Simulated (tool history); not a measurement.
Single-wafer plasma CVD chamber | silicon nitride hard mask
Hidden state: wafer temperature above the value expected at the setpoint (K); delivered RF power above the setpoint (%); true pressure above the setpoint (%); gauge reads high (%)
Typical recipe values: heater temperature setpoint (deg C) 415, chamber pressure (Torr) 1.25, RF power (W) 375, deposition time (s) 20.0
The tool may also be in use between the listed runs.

run	hour	heater temperature setpoint (deg C)	chamber pressure (Torr)	RF power (W)	deposition time (s)	wafers since the last listed run	hours since the last thermocouple change	hours since the last RF generator calibration	hours since the last manometer calibration	hours since the showerhead was replaced	hours since the gauge calibration	read-back reference wafer on the same gauge, thickness_nm	mean film thickness on the monitor wafer (Å)
1	0.0	406	1.25	375	20.0	0	2426.2	840.6	2177.6	4940.8	102.2	25.445	272.78
2	21.6	406	1.25	375	20.0	646	2447.8	862.2	2199.2	4962.4	123.8	25.445	266.62
3	48.9	415	1.25	375	20.0	817	2475.1	889.5	2226.5	4989.7	151.1	25.352	264.48
4	82.3	415	1.25	375	20.0	999	2508.5	922.9	2259.9	5023.1	184.5	25.339	266.88
5	94.4	415	1.25	375	20.0	362	2520.6	935.0	2272.0	5035.2	196.6	25.319	268.25
6	110.3	411	1.25	350	20.0	475	2536.5	950.9	2287.9	5051.1	212.5	25.296	250.98
7	126.3	415	1.44	435	20.0	478	2552.5	966.9	2303.9	5067.1	228.5	25.319	316.52
# hour 203.9: capacitance manometer re-zeroed and calibrated
8	219.3	415	1.44	435	20.0	2544	2645.5	1059.9	15.4	5160.1	321.5	25.195	314.82
# hour 235.2: RF generator calibrated
9	239.3	415	1.44	435	20.0	359	2665.5	4.1	35.4	5180.1	341.5	25.165	316.14
# hour 262.8: showerhead replaced
10	263.3	425	1.25	375	18.3	478	2689.5	28.1	59.4	0.5	365.5	25.173	241.57
11	281.9	415	1.25	375	20.0	556	2708.1	46.7	78.0	19.1	384.1	25.149	263.30
12	305.0	415	1.25	375	20.0	691	2731.2	69.8	101.1	42.2	407.2	25.147	267.12
13	321.4	415	1.44	435	20.0	490	2747.6	86.2	117.5	58.6	423.6	25.117	314.99
14	333.4	415	1.25	375	20.0	359	2759.6	98.2	129.5	70.6	435.6	25.063	264.55
# hour 336.7: gauge calibrated
15	359.1	424	1.25	415	17.5	769	2785.3	123.9	155.2	96.3	22.4	25.518	254.79
# hour 373.9: thermocouple changed; heater temperature recalibrated
16	382.1	422	1.49	325	20.0	449	8.2	146.9	178.2	119.3	45.4	25.486	251.66
17	405.6	415	1.25	345	20.0	703	31.7	170.4	201.7	142.8	68.9	25.465	250.19
18	431.2	415	0.97	320	22.9	766	57.3	196.0	227.3	168.4	94.5	25.387	237.27
19	451.2	429	1.01	405	23.5	598	77.3	216.0	247.3	188.4	114.5	25.400	306.62
20	477.9	411	1.45	330	16.2	799	104.0	242.7	274.0	215.1	141.2	25.347	204.35
21	491.3	415	1.25	400	17.8	401	117.4	256.1	287.4	228.5	154.6	25.383	253.70

Run-by-run hidden state of the tool:
wafer temperature above the value expected at the setpoint (K): 0 at every run
delivered RF power above the setpoint (%): 0 at every run
true pressure above the setpoint (%): 0 at every run
H1: gauge reads high (%)
run	H1
1	-0.633
2	-0.719
3	-0.828
4	-0.962
5	-1.01
6	-1.07
7	-1.14
8	-1.51
9	-1.59
10	-1.69
11	-1.76
12	-1.85
13	-1.92
14	-1.97
15	-0.343
16	-0.435
17	-0.529
18	-0.631
19	-0.711
20	-0.818
21	-0.872

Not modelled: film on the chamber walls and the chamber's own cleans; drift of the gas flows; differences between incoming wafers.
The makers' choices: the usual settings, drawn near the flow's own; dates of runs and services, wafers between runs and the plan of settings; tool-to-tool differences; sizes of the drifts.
